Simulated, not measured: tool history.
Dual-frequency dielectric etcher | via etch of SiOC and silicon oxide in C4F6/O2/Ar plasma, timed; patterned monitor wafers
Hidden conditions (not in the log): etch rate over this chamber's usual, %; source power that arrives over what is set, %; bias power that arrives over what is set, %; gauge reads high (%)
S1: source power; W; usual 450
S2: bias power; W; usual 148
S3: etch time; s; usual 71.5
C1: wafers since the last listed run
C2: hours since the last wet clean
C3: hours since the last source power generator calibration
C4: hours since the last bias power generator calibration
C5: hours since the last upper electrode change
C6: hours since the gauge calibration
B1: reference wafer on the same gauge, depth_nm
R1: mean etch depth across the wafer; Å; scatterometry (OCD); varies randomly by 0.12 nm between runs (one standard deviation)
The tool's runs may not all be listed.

| run | hour | S1 | S2 | S3 | C1 | C2 | C3 | C4 | C5 | C6 | B1 | R1 |
|---|---|---|---|---|---|---|---|---|---|---|---|---|
| 1 | 0 | 450 | 148 | 71.5 | 0 | 143.8 | 2652.6 | 3095.9 | 3031.7 | 540.1 | 71 | 805 |
| 2 | 29.2 | 450 | 148 | 71.5 | 227 | 173 | 2681.8 | 3125.1 | 3060.9 | 569.3 | 71 | 806 |
| 3 | 44.3 | 450 | 148 | 71.5 | 117 | 188.1 | 2696.9 | 3140.2 | 3076 | 584.4 | 71 | 804 |
|  | 44.5 | gauge calibrated |
| 4 | 72.3 | 450 | 148 | 71.5 | 218 | 216.1 | 2724.9 | 3168.2 | 3104 | 27.8 | 71 | 805 |
| 5 | 85.4 | 450 | 148 | 71.5 | 102 | 229.2 | 2738 | 3181.3 | 3117.1 | 40.9 | 71 | 805 |
| 6 | 102.9 | 450 | 148 | 71.5 | 136 | 246.7 | 2755.5 | 3198.8 | 3134.6 | 58.4 | 71.1 | 803 |
| 7 | 121.1 | 450 | 148 | 66 | 141 | 264.9 | 2773.7 | 3217 | 3152.8 | 76.6 | 71 | 742 |
| 8 | 151.3 | 450 | 148 | 66 | 235 | 295.1 | 2803.9 | 3247.2 | 3183 | 106.8 | 71 | 741 |
| 9 | 168.1 | 390 | 148 | 71.5 | 130 | 311.9 | 2820.7 | 3264 | 3199.8 | 123.6 | 71 | 765 |
| 10 | 203.1 | 450 | 148 | 58.5 | 272 | 346.9 | 2855.7 | 3299 | 3234.8 | 158.6 | 71 | 657 |
| 11 | 236.2 | 450 | 148 | 71.5 | 258 | 380 | 2888.8 | 3332.1 | 3267.9 | 191.7 | 71 | 803 |
|  | 241.6 | bias power generator calibrated |
| 12 | 265.5 | 450 | 148 | 51.5 | 197 | 409.3 | 2918.1 | 23.9 | 3297.2 | 221 | 71 | 576 |
|  | 279.3 | source power generator calibrated |
|  | 291.8 | upper electrode replaced |
| 13 | 292.3 | 450 | 148 | 71.5 | 79 | 436.1 | 13 | 50.7 | 0.5 | 247.8 | 71 | 814 |
|  | 325.8 | wet clean of the chamber |
| 14 | 326.3 | 550 | 112 | 71.5 | 77 | 0.5 | 47 | 84.7 | 34.5 | 281.8 | 71 | 831 |
| 15 | 332.1 | 450 | 148 | 71.5 | 45 | 6.3 | 52.8 | 90.5 | 40.3 | 287.6 | 71 | 822 |
| 16 | 366.4 | 490 | 148 | 80.5 | 267 | 40.6 | 87.1 | 124.8 | 74.6 | 321.9 | 71 | 951 |
| 17 | 380.8 | 450 | 119 | 71.5 | 112 | 55 | 101.5 | 139.2 | 89 | 336.3 | 71 | 783 |
| 18 | 395.3 | 450 | 148 | 90.5 | 113 | 69.5 | 116 | 153.7 | 103.5 | 350.8 | 71 | 1038 |
| 19 | 427.4 | 370 | 124 | 71.5 | 250 | 101.6 | 148.1 | 185.8 | 135.6 | 382.9 | 71.1 | 740 |
| 20 | 446.4 | 560 | 135 | 82.5 | 148 | 120.6 | 167.1 | 204.8 | 154.6 | 401.9 | 71 | 994 |
| 21 | 464.7 | 450 | 148 | 71.5 | 142 | 138.9 | 185.4 | 223.1 | 172.9 | 420.2 | 71 | 817 |
| 22 | 482.1 | 450 | 148 | 71.5 | 135 | 156.3 | 202.8 | 240.5 | 190.3 | 437.6 | 71 | 817 |
| 23 | 499.2 | 450 | 148 | 71.5 | 133 | 173.4 | 219.9 | 257.6 | 207.4 | 454.7 | 71 | 816 |
| 24 | 533.3 | 360 | 178 | 63 | 265 | 207.5 | 254 | 291.7 | 241.5 | 488.8 | 71 | 695 |
| 25 | 563.9 | 490 | 148 | 79 | 238 | 238.1 | 284.6 | 322.3 | 272.1 | 519.4 | 71 | 922 |
| 26 | 581 | 450 | 172 | 53 | 133 | 255.2 | 301.7 | 339.4 | 289.2 | 536.5 | 71 | 623 |
| 27 | 606.8 | 530 | 113 | 90.5 | 201 | 281 | 327.5 | 365.2 | 315 | 562.3 | 71 | 1029 |
| 28 | 621.1 | 350 | 148 | 85.5 | 111 | 295.3 | 341.8 | 379.5 | 329.3 | 576.6 | 71 | 893 |
| 29 | 654 | 380 | 148 | 71.5 | 256 | 328.2 | 374.7 | 412.4 | 362.2 | 609.5 | 71 | 768 |

Branching from run 29: 5 alternative next runs. What would each branch give?
| A | 654.4 | 450 | 180 | 71.5 | 3 | 328.6 | 375.1 | 412.8 | 362.6 | 609.9 | ? | ? |
| B | 654.4 | 500 | 136 | 77.5 | 3 | 328.6 | 375.1 | 412.8 | 362.6 | 609.9 | ? | ? |
| C | 654.4 | 390 | 116 | 53 | 3 | 328.6 | 375.1 | 412.8 | 362.6 | 609.9 | ? | ? |
| D | 654.4 | 450 | 123 | 71.5 | 3 | 328.6 | 375.1 | 412.8 | 362.6 | 609.9 | ? | ? |
| E | 654.4 | 450 | 129 | 71.5 | 3 | 328.6 | 375.1 | 412.8 | 362.6 | 609.9 | ? | ? |

| run | B1 | R1 |
|---|---|---|
| A | 71 | 847 |
| B | 71 | 893 |
| C | 71 | 545 |
| D | 71 | 779 |
| E | 71 | 787 |
With no hidden state in the tool, these same runs would have given:
| run | R1 |
|---|---|
| A | 861 |
| B | 908 |
| C | 554 |
| D | 793 |
| E | 801 |

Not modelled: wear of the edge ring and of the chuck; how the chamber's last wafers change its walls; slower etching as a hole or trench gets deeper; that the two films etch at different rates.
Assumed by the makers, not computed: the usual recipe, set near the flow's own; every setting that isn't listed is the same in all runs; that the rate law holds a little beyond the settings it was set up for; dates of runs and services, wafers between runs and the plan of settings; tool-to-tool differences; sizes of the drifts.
